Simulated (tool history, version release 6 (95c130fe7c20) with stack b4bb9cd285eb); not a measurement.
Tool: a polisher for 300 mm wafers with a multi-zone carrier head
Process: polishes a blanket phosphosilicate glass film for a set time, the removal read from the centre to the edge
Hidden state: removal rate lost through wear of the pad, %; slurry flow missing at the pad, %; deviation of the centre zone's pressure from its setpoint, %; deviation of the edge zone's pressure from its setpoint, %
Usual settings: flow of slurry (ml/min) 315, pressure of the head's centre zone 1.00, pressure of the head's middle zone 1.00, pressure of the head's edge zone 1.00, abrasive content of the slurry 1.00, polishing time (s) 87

| run | hour | flow of slurry (ml/min) | pressure of the head's centre zone | pressure of the head's middle zone | pressure of the head's edge zone | abrasive content of the slurry | polishing time (s) | wafers since the last listed run | wafers polished on this pad | hours since the slurry nozzle was cleaned | hours since the centre zone pressure was calibrated | hours since the edge zone pressure was calibrated | hours since the carrier head's membrane was replaced | incoming thickness of the incoming film, nm | film removed at the wafer's centre (angstrom) | film removed at mid-radius (angstrom) | film removed at the wafer's edge (angstrom) |
|---|---|---|---|---|---|---|---|---|---|---|---|---|---|---|---|---|---|
| 1 | 0.0 | 315 | 0.95 | 1.00 | 1.00 | 1.00 | 87 | 0 | 873 | 98.3 | 278.1 | 13.0 | 95.9 | 4156.4 | 5780 | 6761 | 6487 |
|  | 7.1 | worn pad replaced by a new one |
| 2 | 8.6 | 315 | 1.00 | 1.00 | 1.00 | 1.00 | 87 | 44 | 14 | 106.9 | 286.7 | 21.6 | 104.5 | 4087.7 | 6079 | 6688 | 6565 |
| 3 | 17.4 | 315 | 1.00 | 1.00 | 1.00 | 0.90 | 87 | 85 | 99 | 115.7 | 295.5 | 30.4 | 113.3 | 4162.0 | 5805 | 6511 | 6382 |
| 4 | 33.7 | 315 | 1.12 | 1.00 | 0.90 | 1.00 | 60 | 157 | 257 | 132.0 | 311.8 | 46.7 | 129.6 | 4092.3 | 4617 | 4602 | 4412 |
| 5 | 44.8 | 240 | 1.00 | 1.00 | 0.89 | 1.00 | 87 | 107 | 365 | 143.1 | 322.9 | 57.8 | 140.7 | 4078.4 | 5839 | 6558 | 6089 |
| 6 | 53.8 | 315 | 1.00 | 1.00 | 1.04 | 0.85 | 87 | 87 | 452 | 152.1 | 331.9 | 66.8 | 149.7 | 4082.8 | 5642 | 6339 | 6271 |
| 7 | 65.5 | 315 | 1.00 | 1.00 | 1.00 | 1.00 | 87 | 113 | 566 | 163.8 | 343.6 | 78.5 | 161.4 | 4137.8 | 6057 | 6609 | 6513 |
| 8 | 79.6 | 275 | 1.00 | 1.00 | 1.00 | 1.00 | 87 | 136 | 702 | 177.9 | 357.7 | 92.6 | 175.5 | 4087.1 | 5907 | 6550 | 6463 |
| 9 | 91.0 | 315 | 1.00 | 1.11 | 0.96 | 0.75 | 87 | 110 | 813 | 189.3 | 369.1 | 104.0 | 186.9 | 4129.7 | 5467 | 6577 | 5901 |
| 10 | 98.2 | 315 | 1.00 | 0.95 | 1.00 | 1.25 | 111 | 69 | 883 | 196.5 | 376.3 | 111.2 | 194.1 | 4085.1 | 8099 | 8733 | 8832 |
| 11 | 107.1 | 315 | 0.95 | 1.06 | 1.00 | 1.00 | 61 | 86 | 969 | 205.4 | 385.2 | 120.1 | 203.0 | 4161.0 | 3866 | 4882 | 4579 |
|  | 122.7 | worn pad replaced by a new one |
| 12 | 123.2 | 315 | 1.00 | 1.00 | 1.00 | 1.00 | 87 | 117 | 4 | 221.5 | 401.3 | 136.2 | 219.1 | 4131.9 | 6066 | 6565 | 6516 |
| 13 | 133.9 | 315 | 1.00 | 1.00 | 1.00 | 1.00 | 104 | 103 | 108 | 232.2 | 412.0 | 146.9 | 229.8 | 4160.5 | 6955 | 7812 | 7749 |
|  | 137.6 | centre zone pressure recalibrated |
| 14 | 147.4 | 315 | 1.00 | 1.00 | 1.00 | 1.00 | 107 | 111 | 220 | 245.7 | 9.8 | 160.4 | 243.3 | 4103.1 | 8037 | 7912 | 7941 |
| 15 | 161.2 | 315 | 1.07 | 1.00 | 0.96 | 1.30 | 59 | 133 | 353 | 259.5 | 23.6 | 174.2 | 257.1 | 4042.2 | 4963 | 4869 | 4642 |
| 16 | 167.5 | 315 | 1.00 | 1.00 | 1.00 | 1.00 | 87 | 61 | 414 | 265.8 | 29.9 | 180.5 | 263.4 | 4159.7 | 6394 | 6490 | 6387 |
|  | 179.1 | slurry nozzle cleaned |
| 17 | 180.9 | 315 | 1.00 | 1.11 | 1.00 | 0.90 | 87 | 120 | 535 | 1.8 | 43.3 | 193.9 | 276.8 | 4099.8 | 6452 | 6967 | 6374 |
| 18 | 197.0 | 280 | 1.00 | 1.00 | 1.00 | 1.00 | 87 | 156 | 691 | 17.9 | 59.4 | 210.0 | 292.9 | 4128.3 | 6366 | 6838 | 6540 |
| 19 | 203.6 | 315 | 1.00 | 1.00 | 1.00 | 1.00 | 87 | 63 | 755 | 24.5 | 66.0 | 216.6 | 299.5 | 4080.9 | 6347 | 6744 | 6613 |
| 20 | 215.5 | 355 | 1.10 | 1.00 | 1.00 | 1.00 | 87 | 115 | 870 | 36.4 | 77.9 | 228.5 | 311.4 | 4127.8 | 6881 | 6857 | 6715 |
|  | 232.4 | worn pad replaced by a new one |
| 21 | 232.9 | 315 | 1.00 | 1.00 | 1.00 | 1.00 | 87 | 129 | 5 | 53.8 | 95.3 | 245.9 | 328.8 | 4133.3 | 6281 | 6726 | 6599 |
| 22 | 243.6 | 315 | 0.92 | 1.00 | 1.04 | 0.80 | 87 | 103 | 108 | 64.5 | 106.0 | 256.6 | 339.5 | 4093.5 | 5612 | 6320 | 6218 |
| 23 | 258.9 | 255 | 1.00 | 1.00 | 1.08 | 1.00 | 87 | 148 | 257 | 79.8 | 121.3 | 271.9 | 354.8 | 4047.8 | 6152 | 6613 | 6663 |

3 ways to go on from here, each from the tool as it stands after run 23. What would each give?
| A | 259.4 | 315 | 1.00 | 1.00 | 1.00 | 1.00 | 87 | 4 | 261 | 80.3 | 121.8 | 272.4 | 355.3 | 4106.8 | ? | ? | ? |
| B | 259.4 | 280 | 1.00 | 1.00 | 1.00 | 0.75 | 87 | 4 | 261 | 80.3 | 121.8 | 272.4 | 355.3 | 4106.8 | ? | ? | ? |
| C | 259.4 | 315 | 0.91 | 0.90 | 1.00 | 0.85 | 104 | 4 | 261 | 80.3 | 121.8 | 272.4 | 355.3 | 4106.8 | ? | ? | ? |

| run | film removed at the wafer's centre (angstrom) | film removed at mid-radius (angstrom) | film removed at the wafer's edge (angstrom) |
|---|---|---|---|
| A | 6388 | 6648 | 6455 |
| B | 5815 | 6059 | 5898 |
| C | 6742 | 7065 | 7373 |
Without the tool's hidden state the same runs would have given:
| run | film removed at the wafer's centre (angstrom) | film removed at mid-radius (angstrom) | film removed at the wafer's edge (angstrom) |
|---|---|---|---|
| A | 6868 | 6710 | 6503 |
| B | 6258 | 6121 | 5946 |
| C | 7252 | 7131 | 7427 |
